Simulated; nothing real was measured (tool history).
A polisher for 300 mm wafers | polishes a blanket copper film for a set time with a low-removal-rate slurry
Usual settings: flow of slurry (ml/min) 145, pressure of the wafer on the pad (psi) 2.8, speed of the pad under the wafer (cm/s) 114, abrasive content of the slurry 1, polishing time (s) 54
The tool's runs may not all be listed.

run	hour	flow of slurry (ml/min)	pressure of the wafer on the pad (psi)	speed of the pad under the wafer (cm/s)	abrasive content of the slurry	polishing time (s)	incoming thickness of the incoming film, nm	film removed (nm)
1	0	145	2.1	114	1	44	1127.5	87.4
# hour 56.7: worn pad replaced by a new one
# hour 57.3: slurry blender recalibrated
2	57.7	145	2.8	114	1	54	1140.7	133.5
3	89.5	145	2.8	114	1	54	1135	136.1
4	115.1	145	2.8	114	1	54	1143.8	136.8
5	145.5	145	2.8	114	1	54	1146.6	135.6
# hour 157.3: worn pad replaced by a new one
6	158.9	145	2.8	114	1	54	1143.8	136
# hour 163.7: slurry blender recalibrated
# hour 165.5: slurry nozzle cleaned
7	174.1	145	2.8	114	1	54	1115.2	136.3
8	187.1	145	2.8	114	1	54	1121.6	136.2
9	219.7	145	2.8	114	1	54	1121.1	137.2
10	232.4	145	2.4	136	0.7	54	1135.8	126.9
# hour 252.3: worn pad replaced by a new one
11	262.5	130	2.8	88	0.75	37	1147.4	68.5
# hour 276.8: slurry blender recalibrated
12	280.3	175	2.8	114	1	54	1149.9	139.9
13	293.2	145	2.8	152	1	39	1138.8	127.9
# hour 332.5: head pressure recalibrated
14	333	145	2.8	114	1	54	1145.2	150.9
# hour 353.9: worn pad replaced by a new one
15	360	165	2.8	114	0.7	60	1138.9	154.3
# hour 394.1: slurry blender recalibrated
16	394.6	145	2.8	142	1	54	1147.6	177.1
17	417.5	145	2.8	78	1	54	1137	108
18	440	145	2.8	114	1	54	1143.6	148.4
# hour 457.4: worn pad replaced by a new one
19	457.9	145	3.8	114	1	54	1129.2	192.2

Forecast each of these 5 alternatives for the next run:
A	458.3	145	2.8	114	0.9	54	1139	?
B	458.3	195	2.5	114	1.3	54	1139	?
C	458.3	170	2.4	114	0.8	48	1139	?
D	458.3	145	2.1	114	1	54	1139	?
E	458.3	95	2.8	144	1	54	1139	?

run	film removed (nm)
A	144.4
B	149.1
C	111.6
D	115.5
E	168.7
Without the tool's hidden state the same runs would have given:
run	film removed (nm)
A	146.4
B	151.1
C	113.1
D	117
E	170.9
